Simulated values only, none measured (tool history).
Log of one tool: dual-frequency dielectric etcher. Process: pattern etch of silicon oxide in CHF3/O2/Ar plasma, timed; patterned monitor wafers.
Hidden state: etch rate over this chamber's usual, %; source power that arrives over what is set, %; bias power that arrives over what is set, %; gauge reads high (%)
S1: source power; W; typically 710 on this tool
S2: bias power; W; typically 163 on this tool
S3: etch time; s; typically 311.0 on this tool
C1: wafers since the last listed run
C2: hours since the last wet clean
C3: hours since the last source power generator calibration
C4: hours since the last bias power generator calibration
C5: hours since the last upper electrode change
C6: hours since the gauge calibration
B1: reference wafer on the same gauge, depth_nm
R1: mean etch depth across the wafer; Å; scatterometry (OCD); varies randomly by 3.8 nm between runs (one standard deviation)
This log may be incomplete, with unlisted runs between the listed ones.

| run | hour | S1 | S2 | S3 | C1 | C2 | C3 | C4 | C5 | C6 | B1 | R1 |
|---|---|---|---|---|---|---|---|---|---|---|---|---|
| 1 | 0.0 | 620 | 163 | 373.0 | 0 | 187.1 | 2106.9 | 3563.4 | 4381.9 | 377.6 | 601.4 | 8217 |
| 2 | 6.5 | 760 | 163 | 311.0 | 30 | 193.6 | 2113.4 | 3569.9 | 4388.4 | 384.1 | 602.2 | 7371 |
| 3 | 13.8 | 710 | 163 | 253.0 | 34 | 200.9 | 2120.7 | 3577.2 | 4395.7 | 391.4 | 602.6 | 5864 |
| 4 | 24.1 | 710 | 163 | 253.0 | 48 | 211.2 | 2131.0 | 3587.5 | 4406.0 | 401.7 | 601.7 | 5863 |
| 5 | 33.3 | 710 | 163 | 311.0 | 43 | 220.4 | 2140.2 | 3596.7 | 4415.2 | 410.9 | 602.4 | 7276 |
|  | 65.2 | upper electrode replaced |
| 6 | 65.7 | 630 | 163 | 311.0 | 39 | 252.8 | 2172.6 | 3629.1 | 0.5 | 443.3 | 602.0 | 6951 |
| 7 | 66.2 | 710 | 163 | 386.5 | 2 | 253.3 | 2173.1 | 3629.6 | 1.0 | 443.8 | 601.8 | 8929 |
| 8 | 66.6 | 870 | 142 | 245.5 | 1 | 253.7 | 2173.5 | 3630.0 | 1.4 | 444.2 | 602.1 | 5940 |
| 9 | 73.9 | 710 | 144 | 311.0 | 34 | 261.0 | 2180.8 | 3637.3 | 8.7 | 451.5 | 601.8 | 6973 |
|  | 87.8 | gauge calibrated |
|  | 90.2 | source power generator calibrated |
| 10 | 90.7 | 570 | 163 | 311.0 | 60 | 277.8 | 0.5 | 3654.1 | 25.5 | 2.9 | 602.7 | 6751 |
| 11 | 100.4 | 710 | 163 | 311.0 | 45 | 287.5 | 10.2 | 3663.8 | 35.2 | 12.6 | 602.1 | 7317 |
| 12 | 117.0 | 710 | 163 | 311.0 | 77 | 304.1 | 26.8 | 3680.4 | 51.8 | 29.2 | 601.5 | 7254 |
| 13 | 123.0 | 710 | 163 | 311.0 | 28 | 310.1 | 32.8 | 3686.4 | 57.8 | 35.2 | 601.4 | 7269 |
|  | 155.2 | wet clean of the chamber |
| 14 | 155.7 | 840 | 180 | 398.5 | 40 | 0.5 | 65.5 | 3719.1 | 90.5 | 67.9 | 601.9 | 9985 |
| 15 | 167.5 | 770 | 124 | 349.5 | 55 | 12.3 | 77.3 | 3730.9 | 102.3 | 79.7 | 601.9 | 7647 |
| 16 | 179.3 | 590 | 163 | 221.0 | 55 | 24.1 | 89.1 | 3742.7 | 114.1 | 91.5 | 601.4 | 4711 |
| 17 | 196.1 | 710 | 163 | 218.0 | 78 | 40.9 | 105.9 | 3759.5 | 130.9 | 108.3 | 601.9 | 4999 |
|  | 210.2 | bias power generator calibrated |
| 18 | 210.7 | 710 | 138 | 231.5 | 49 | 55.5 | 120.5 | 0.5 | 145.5 | 122.9 | 602.3 | 5069 |
| 19 | 221.7 | 710 | 202 | 228.0 | 51 | 66.5 | 131.5 | 11.5 | 156.5 | 133.9 | 601.5 | 5576 |
| 20 | 229.7 | 830 | 163 | 311.0 | 37 | 74.5 | 139.5 | 19.5 | 164.5 | 141.9 | 601.4 | 7616 |
| 21 | 247.2 | 600 | 163 | 311.0 | 82 | 92.0 | 157.0 | 37.0 | 182.0 | 159.4 | 601.9 | 6747 |
| 22 | 260.7 | 710 | 201 | 311.0 | 63 | 105.5 | 170.5 | 50.5 | 195.5 | 172.9 | 602.0 | 7694 |
| 23 | 276.5 | 710 | 163 | 248.0 | 74 | 121.3 | 186.3 | 66.3 | 211.3 | 188.7 | 602.5 | 5748 |
| 24 | 286.9 | 710 | 204 | 311.0 | 48 | 131.7 | 196.7 | 76.7 | 221.7 | 199.1 | 601.9 | 7668 |
| 25 | 302.4 | 790 | 193 | 284.5 | 72 | 147.2 | 212.2 | 92.2 | 237.2 | 214.6 | 602.6 | 7169 |
| 26 | 320.2 | 710 | 163 | 311.0 | 83 | 165.0 | 230.0 | 110.0 | 255.0 | 232.4 | 602.0 | 7173 |
| 27 | 336.3 | 710 | 198 | 311.0 | 75 | 181.1 | 246.1 | 126.1 | 271.1 | 248.5 | 602.5 | 7605 |
| 28 | 350.5 | 710 | 163 | 311.0 | 66 | 195.3 | 260.3 | 140.3 | 285.3 | 262.7 | 601.5 | 7269 |
| 29 | 358.5 | 620 | 163 | 373.0 | 37 | 203.3 | 268.3 | 148.3 | 293.3 | 270.7 | 601.6 | 8217 |

Below are 5 alternative next runs, each starting from the tool's condition after run 29. Predict each:
| A | 359.0 | 710 | 163 | 311.0 | 2 | 203.8 | 268.8 | 148.8 | 293.8 | 271.2 | ? | ? |
| B | 359.0 | 710 | 191 | 311.0 | 2 | 203.8 | 268.8 | 148.8 | 293.8 | 271.2 | ? | ? |
| C | 359.0 | 620 | 196 | 286.5 | 2 | 203.8 | 268.8 | 148.8 | 293.8 | 271.2 | ? | ? |
| D | 359.0 | 710 | 130 | 373.0 | 2 | 203.8 | 268.8 | 148.8 | 293.8 | 271.2 | ? | ? |
| E | 359.0 | 530 | 138 | 230.0 | 2 | 203.8 | 268.8 | 148.8 | 293.8 | 271.2 | ? | ? |

| run | B1 | R1 |
|---|---|---|
| A | 601.3 | 7214 |
| B | 601.3 | 7561 |
| C | 601.3 | 6687 |
| D | 601.3 | 8121 |
| E | 601.3 | 4576 |
Without the tool's hidden state the same runs would have given:
| run | R1 |
|---|---|
| A | 7082 |
| B | 7423 |
| C | 6564 |
| D | 7972 |
| E | 4492 |

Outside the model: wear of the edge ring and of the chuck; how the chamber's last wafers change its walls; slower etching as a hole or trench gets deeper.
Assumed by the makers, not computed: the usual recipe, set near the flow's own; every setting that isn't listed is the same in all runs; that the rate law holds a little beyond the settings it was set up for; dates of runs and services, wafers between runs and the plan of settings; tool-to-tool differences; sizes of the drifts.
